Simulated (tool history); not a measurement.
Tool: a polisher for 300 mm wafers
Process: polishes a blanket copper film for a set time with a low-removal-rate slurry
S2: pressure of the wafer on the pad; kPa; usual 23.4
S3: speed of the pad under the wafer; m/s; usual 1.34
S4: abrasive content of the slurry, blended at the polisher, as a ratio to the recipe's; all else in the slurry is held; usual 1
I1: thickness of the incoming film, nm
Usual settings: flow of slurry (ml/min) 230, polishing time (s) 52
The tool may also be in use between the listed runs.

{"run": 1, "day": 0.0, "flow of slurry (ml/min)": 230, "S2": 23.4, "S3": 1.34, "S4": 0.85, "polishing time (s)": 52, "I1": 663.5, "film removed (angstrom)": 2365}
{"run": 2, "day": 3.129, "flow of slurry (ml/min)": 230, "S2": 23.4, "S3": 1.34, "S4": 0.85, "polishing time (s)": 52, "I1": 672.3, "film removed (angstrom)": 2352}
{"day": 3.758, "done": "worn pad replaced by a new one"}
{"run": 3, "day": 4.638, "flow of slurry (ml/min)": 230, "S2": 23.4, "S3": 1.34, "S4": 0.85, "polishing time (s)": 52, "I1": 661.2, "film removed (angstrom)": 2477}
{"run": 4, "day": 6.554, "flow of slurry (ml/min)": 265, "S2": 23.4, "S3": 1.34, "S4": 1, "polishing time (s)": 52, "I1": 678.9, "film removed (angstrom)": 2676}
{"run": 5, "day": 10.742, "flow of slurry (ml/min)": 230, "S2": 23.4, "S3": 1.02, "S4": 1, "polishing time (s)": 44, "I1": 671.2, "film removed (angstrom)": 1957}
{"day": 12.079, "done": "slurry nozzle cleaned"}
{"run": 6, "day": 12.558, "flow of slurry (ml/min)": 230, "S2": 23.4, "S3": 1.34, "S4": 1, "polishing time (s)": 52, "I1": 674.9, "film removed (angstrom)": 2624}
{"day": 14.096, "done": "head pressure recalibrated"}
{"run": 7, "day": 15.688, "flow of slurry (ml/min)": 260, "S2": 23.4, "S3": 1.52, "S4": 1, "polishing time (s)": 52, "I1": 663.5, "film removed (angstrom)": 2772}
{"run": 8, "day": 20.154, "flow of slurry (ml/min)": 230, "S2": 23.4, "S3": 1.06, "S4": 1, "polishing time (s)": 64, "I1": 672.3, "film removed (angstrom)": 2801}
{"day": 22.05, "done": "slurry blender recalibrated"}
{"run": 9, "day": 22.529, "flow of slurry (ml/min)": 205, "S2": 23.4, "S3": 1.34, "S4": 1.15, "polishing time (s)": 52, "I1": 681.4, "film removed (angstrom)": 2575}
{"run": 10, "day": 26.471, "flow of slurry (ml/min)": 230, "S2": 23.4, "S3": 1.18, "S4": 1, "polishing time (s)": 52, "I1": 662.1, "film removed (angstrom)": 2382}
{"run": 11, "day": 29.371, "flow of slurry (ml/min)": 230, "S2": 23.4, "S3": 1.34, "S4": 1, "polishing time (s)": 52, "I1": 676.6, "film removed (angstrom)": 2458}
{"day": 30.717, "done": "worn pad replaced by a new one"}
{"run": 12, "day": 31.946, "flow of slurry (ml/min)": 160, "S2": 23.4, "S3": 1.34, "S4": 1, "polishing time (s)": 52, "I1": 660.1, "film removed (angstrom)": 2301}
{"run": 13, "day": 33.996, "flow of slurry (ml/min)": 230, "S2": 23.4, "S3": 1.34, "S4": 1, "polishing time (s)": 52, "I1": 662.9, "film removed (angstrom)": 2642}
{"run": 14, "day": 37.1, "flow of slurry (ml/min)": 210, "S2": 23.4, "S3": 1.34, "S4": 1, "polishing time (s)": 52, "I1": 666.7, "film removed (angstrom)": 2569}
{"run": 15, "day": 40.367, "flow of slurry (ml/min)": 230, "S2": 23.4, "S3": 1.34, "S4": 1, "polishing time (s)": 52, "I1": 665.1, "film removed (angstrom)": 2614}
{"day": 41.721, "done": "slurry nozzle cleaned"}
{"run": 16, "day": 44.104, "flow of slurry (ml/min)": 230, "S2": 23.4, "S3": 1.2, "S4": 1, "polishing time (s)": 52, "I1": 670.8, "film removed (angstrom)": 2439}
{"run": 17, "day": 46.921, "flow of slurry (ml/min)": 230, "S2": 23.4, "S3": 1.34, "S4": 1, "polishing time (s)": 52, "I1": 669.4, "film removed (angstrom)": 2573}
{"run": 18, "day": 51.221, "flow of slurry (ml/min)": 230, "S2": 23.4, "S3": 1.08, "S4": 1, "polishing time (s)": 52, "I1": 673.8, "film removed (angstrom)": 2311}
{"day": 53.558, "done": "slurry blender recalibrated"}
{"run": 19, "day": 53.988, "flow of slurry (ml/min)": 230, "S2": 23.4, "S3": 1.34, "S4": 1, "polishing time (s)": 52, "I1": 665.2, "film removed (angstrom)": 2536}
{"run": 20, "day": 57.892, "flow of slurry (ml/min)": 250, "S2": 23.4, "S3": 1.34, "S4": 1, "polishing time (s)": 58, "I1": 681.1, "film removed (angstrom)": 2841}
{"run": 21, "day": 60.292, "flow of slurry (ml/min)": 255, "S2": 23.4, "S3": 1.18, "S4": 0.8, "polishing time (s)": 60, "I1": 680.1, "film removed (angstrom)": 2632}
{"run": 22, "day": 61.908, "flow of slurry (ml/min)": 230, "S2": 23.4, "S3": 1.34, "S4": 1, "polishing time (s)": 52, "I1": 674.1, "film removed (angstrom)": 2455}
{"day": 62.692, "done": "worn pad replaced by a new one"}
{"run": 23, "day": 65.021, "flow of slurry (ml/min)": 230, "S2": 23.4, "S3": 1.68, "S4": 1.15, "polishing time (s)": 59, "I1": 664.1, "film removed (angstrom)": 3475}
{"run": 24, "day": 67.625, "flow of slurry (ml/min)": 230, "S2": 23.4, "S3": 1.34, "S4": 1, "polishing time (s)": 52, "I1": 676.2, "film removed (angstrom)": 2603}
{"run": 25, "day": 70.392, "flow of slurry (ml/min)": 230, "S2": 23.4, "S3": 1.34, "S4": 1, "polishing time (s)": 52, "I1": 667, "film removed (angstrom)": 2618}
{"run": 26, "day": 72.383, "flow of slurry (ml/min)": 275, "S2": 29.6, "S3": 1.72, "S4": 1, "polishing time (s)": 52, "I1": 661.1, "film removed (angstrom)": 3659}
{"day": 74.1, "done": "head pressure recalibrated"}
{"run": 27, "day": 75.329, "flow of slurry (ml/min)": 230, "S2": 28.3, "S3": 1.66, "S4": 1.2, "polishing time (s)": 52, "I1": 661.9, "film removed (angstrom)": 3509}
{"day": 76.45, "done": "slurry nozzle cleaned"}
{"run": 28, "day": 79.096, "flow of slurry (ml/min)": 265, "S2": 23.4, "S3": 1.34, "S4": 1, "polishing time (s)": 52, "I1": 665.9, "film removed (angstrom)": 2693}
{"run": 29, "day": 81.458, "flow of slurry (ml/min)": 275, "S2": 17.9, "S3": 1.34, "S4": 1, "polishing time (s)": 34, "I1": 665.7, "film removed (angstrom)": 1442}

5 ways to go on from here, each from the tool as it stands after run 29. What would each give?
{"run": "A", "day": 81.475, "flow of slurry (ml/min)": 230, "S2": 23.4, "S3": 1.72, "S4": 1, "polishing time (s)": 52, "I1": 664.8, "film removed (angstrom)": "?"}
{"run": "B", "day": 81.475, "flow of slurry (ml/min)": 230, "S2": 23.4, "S3": 1.34, "S4": 0.75, "polishing time (s)": 61, "I1": 664.8, "film removed (angstrom)": "?"}
{"run": "C", "day": 81.475, "flow of slurry (ml/min)": 230, "S2": 20, "S3": 1.34, "S4": 1.15, "polishing time (s)": 52, "I1": 664.8, "film removed (angstrom)": "?"}
{"run": "D", "day": 81.475, "flow of slurry (ml/min)": 180, "S2": 23.4, "S3": 1.34, "S4": 1, "polishing time (s)": 52, "I1": 664.8, "film removed (angstrom)": "?"}
{"run": "E", "day": 81.475, "flow of slurry (ml/min)": 230, "S2": 30.3, "S3": 1.34, "S4": 1, "polishing time (s)": 52, "I1": 664.8, "film removed (angstrom)": "?"}

run=A film_removed_(angstrom)=2879
run=B film_removed_(angstrom)=2738
run=C film_removed_(angstrom)=2339
run=D film_removed_(angstrom)=2345
run=E film_removed_(angstrom)=3048
Without the tool's hidden state the same runs would have given:
run=A film_removed_(angstrom)=2954
run=B film_removed_(angstrom)=2810
run=C film_removed_(angstrom)=2401
run=D film_removed_(angstrom)=2407
run=E film_removed_(angstrom)=3128
